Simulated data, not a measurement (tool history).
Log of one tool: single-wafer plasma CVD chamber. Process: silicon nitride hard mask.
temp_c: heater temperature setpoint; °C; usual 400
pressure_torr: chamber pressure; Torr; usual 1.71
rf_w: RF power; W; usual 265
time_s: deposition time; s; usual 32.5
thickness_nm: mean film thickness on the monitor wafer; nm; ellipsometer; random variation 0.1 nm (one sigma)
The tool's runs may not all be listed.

run,hour,temp_c,pressure_torr,rf_w,time_s,"read-back reference wafer on the same gauge, thickness_nm",thickness_nm
1,0.0,396,1.71,255,32.5,37.907,32.252
2,51.9,396,1.71,255,32.5,37.883,32.465
3,142.6,396,1.71,255,32.5,37.939,32.410
4,232.1,407,1.71,265,32.5,37.897,32.935
5,316.9,400,1.71,265,32.5,37.876,33.095
6,366.7,400,1.71,265,32.5,37.908,33.047
7,460.6,400,1.71,265,32.5,37.907,32.101
8,567.4,400,1.71,265,32.5,37.922,31.991
9,671.4,400,1.71,265,32.5,37.913,34.380
10,749.6,396,1.71,255,32.5,37.911,33.321
11,834.7,400,1.71,265,36.4,37.916,38.324
12,920.3,400,1.71,290,30.2,37.916,33.817
13,985.5,412,1.71,310,34.3,37.922,39.687
14,1066.8,400,1.54,305,32.5,37.937,36.507
15,1174.0,400,1.84,215,37.5,37.888,34.580
16,1262.5,400,1.71,265,32.5,37.901,33.917

Not shown: 6 entries that the log had between the listed runs. Between which runs, and how does the tool's hidden state differ before and after?
Between runs 6 and 7: RF generator calibrated (hour 408.8); gauge calibrated (hour 457.8)
  delivered RF power above the setpoint (%): -5.49 -> -10.1
  measured less the result without the state, thickness_nm: -1.298 -> -2.426 nm
Between runs 8 and 9: RF generator calibrated, repeated, since the last time left the tool worse (hour 598.1)
  delivered RF power above the setpoint (%): -10.3 -> -0.434
  measured less the result without the state, thickness_nm: -2.475 -> -0.103 nm
Between runs 9 and 10: thermocouple changed; heater temperature recalibrated (hour 717.2); capacitance manometer re-zeroed and calibrated (hour 749.1)
  delivered RF power above the setpoint (%): -0.434 -> -0.593
  measured less the result without the state, thickness_nm: -0.103 -> -0.136 nm
Between runs 11 and 12: showerhead replaced (hour 858.8)
  delivered RF power above the setpoint (%): -0.766 -> -0.94
  measured less the result without the state, thickness_nm: -0.202 -> -0.210 nm
